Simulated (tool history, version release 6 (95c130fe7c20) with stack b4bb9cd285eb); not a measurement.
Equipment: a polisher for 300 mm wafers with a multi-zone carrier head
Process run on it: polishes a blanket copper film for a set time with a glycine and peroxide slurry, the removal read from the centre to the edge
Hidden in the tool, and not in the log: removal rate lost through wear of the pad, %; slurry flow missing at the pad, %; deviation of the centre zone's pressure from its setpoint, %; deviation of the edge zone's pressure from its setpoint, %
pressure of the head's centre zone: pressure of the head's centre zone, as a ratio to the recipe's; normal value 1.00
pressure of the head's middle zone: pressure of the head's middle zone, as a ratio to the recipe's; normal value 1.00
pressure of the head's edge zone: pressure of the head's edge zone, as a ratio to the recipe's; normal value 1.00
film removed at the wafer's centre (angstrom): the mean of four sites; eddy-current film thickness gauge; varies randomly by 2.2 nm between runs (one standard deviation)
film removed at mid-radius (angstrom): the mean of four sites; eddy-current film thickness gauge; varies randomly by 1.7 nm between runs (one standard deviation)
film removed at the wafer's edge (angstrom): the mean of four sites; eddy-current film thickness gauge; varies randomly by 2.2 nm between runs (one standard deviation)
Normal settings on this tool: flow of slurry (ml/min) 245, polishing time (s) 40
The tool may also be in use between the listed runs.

| run | hour | flow of slurry (ml/min) | pressure of the head's centre zone | pressure of the head's middle zone | pressure of the head's edge zone | polishing time (s) | wafers since the last listed run | wafers polished on this pad | hours since the slurry nozzle was cleaned | hours since the centre zone pressure was calibrated | hours since the edge zone pressure was calibrated | hours since the carrier head's membrane was replaced | incoming thickness of the incoming film, nm | film removed at the wafer's centre (angstrom) | film removed at mid-radius (angstrom) | film removed at the wafer's edge (angstrom) |
|---|---|---|---|---|---|---|---|---|---|---|---|---|---|---|---|---|
| 1 | 0.0 | 245 | 1.09 | 1.11 | 1.00 | 40 | 0 | 451 | 504.7 | 699.2 | 481.4 | 972.7 | 1373.4 | 1751 | 1789 | 1623 |
| 2 | 14.2 | 245 | 1.00 | 1.00 | 1.00 | 40 | 217 | 669 | 518.9 | 713.4 | 495.6 | 986.9 | 1404.9 | 1588 | 1630 | 1648 |
| 3 | 21.1 | 245 | 1.00 | 1.00 | 1.00 | 40 | 105 | 774 | 525.8 | 720.3 | 502.5 | 993.8 | 1371.3 | 1610 | 1626 | 1602 |
| 4 | 30.7 | 245 | 1.00 | 1.00 | 1.00 | 40 | 146 | 921 | 535.4 | 729.9 | 512.1 | 1003.4 | 1371.9 | 1576 | 1629 | 1601 |
|  | 35.6 | slurry nozzle cleaned |
| 5 | 40.2 | 245 | 1.09 | 1.00 | 1.00 | 40 | 130 | 1051 | 4.6 | 739.4 | 521.6 | 1012.9 | 1414.3 | 1741 | 1617 | 1566 |
|  | 44.4 | edge zone pressure recalibrated |
| 6 | 56.0 | 285 | 1.08 | 1.00 | 1.11 | 46 | 211 | 1262 | 20.4 | 755.2 | 11.6 | 1028.7 | 1397.2 | 1949 | 1872 | 1920 |
|  | 65.2 | worn pad replaced by a new one |
| 7 | 70.1 | 245 | 0.88 | 1.00 | 0.96 | 40 | 154 | 75 | 34.5 | 769.3 | 25.7 | 1042.8 | 1377.6 | 1462 | 1677 | 1658 |
| 8 | 80.8 | 275 | 1.10 | 1.04 | 1.00 | 40 | 163 | 239 | 45.2 | 780.0 | 36.4 | 1053.5 | 1398.5 | 1877 | 1739 | 1648 |
| 9 | 89.9 | 245 | 0.92 | 1.00 | 1.00 | 27 | 139 | 378 | 54.3 | 789.1 | 45.5 | 1062.6 | 1408.9 | 1002 | 1110 | 1114 |
| 10 | 101.4 | 245 | 1.00 | 0.93 | 0.94 | 33 | 175 | 554 | 65.8 | 800.6 | 57.0 | 1074.1 | 1388.7 | 1369 | 1274 | 1313 |
| 11 | 114.8 | 185 | 1.00 | 0.91 | 1.07 | 40 | 205 | 759 | 79.2 | 814.0 | 70.4 | 1087.5 | 1392.0 | 1561 | 1468 | 1625 |
| 12 | 127.0 | 245 | 0.93 | 1.00 | 1.00 | 40 | 186 | 946 | 91.4 | 826.2 | 82.6 | 1099.7 | 1388.9 | 1542 | 1604 | 1591 |
|  | 133.5 | carrier head's membrane replaced by a new one |
| 13 | 135.2 | 245 | 1.00 | 1.00 | 1.00 | 40 | 48 | 995 | 99.6 | 834.4 | 90.8 | 1.7 | 1386.2 | 1611 | 1617 | 1581 |
|  | 144.2 | centre zone pressure recalibrated |
| 14 | 150.0 | 195 | 0.93 | 1.00 | 1.00 | 40 | 195 | 1191 | 114.4 | 5.8 | 105.6 | 16.5 | 1403.0 | 1430 | 1523 | 1492 |
| 15 | 161.0 | 285 | 1.00 | 1.00 | 0.90 | 40 | 168 | 1359 | 125.4 | 16.8 | 116.6 | 27.5 | 1397.9 | 1542 | 1594 | 1488 |
|  | 172.2 | worn pad replaced by a new one |
| 16 | 174.1 | 245 | 1.00 | 1.00 | 1.00 | 40 | 139 | 29 | 138.5 | 29.9 | 129.7 | 40.6 | 1376.0 | 1620 | 1650 | 1598 |
| 17 | 182.7 | 245 | 0.96 | 1.00 | 1.04 | 40 | 131 | 161 | 147.1 | 38.5 | 138.3 | 49.2 | 1380.3 | 1556 | 1652 | 1675 |
| 18 | 193.8 | 245 | 0.94 | 1.00 | 1.00 | 40 | 169 | 330 | 158.2 | 49.6 | 149.4 | 60.3 | 1372.9 | 1567 | 1652 | 1614 |
| 19 | 247.3 | 245 | 1.00 | 1.00 | 1.00 | 40 | 818 | 1149 | 211.7 | 103.1 | 202.9 | 113.8 | 1406.4 | 1592 | 1565 | 1570 |

For run 20, what comes out?
| 20 | 261.9 | 245 | 0.93 | 0.96 | 1.08 | 48 | 223 | 1373 | 226.3 | 117.7 | 217.5 | 128.4 | 1370.0 | ? | ? | ? |

Run 20 came out at film removed at the wafer's centre (angstrom) 1706, film removed at mid-radius (angstrom) 1763, film removed at the wafer's edge (angstrom) 1923.
The same run, on a tool lacking any hidden state, would have yielded film removed at the wafer's centre (angstrom) 1836, film removed at mid-radius (angstrom) 1898, film removed at the wafer's edge (angstrom) 2070.
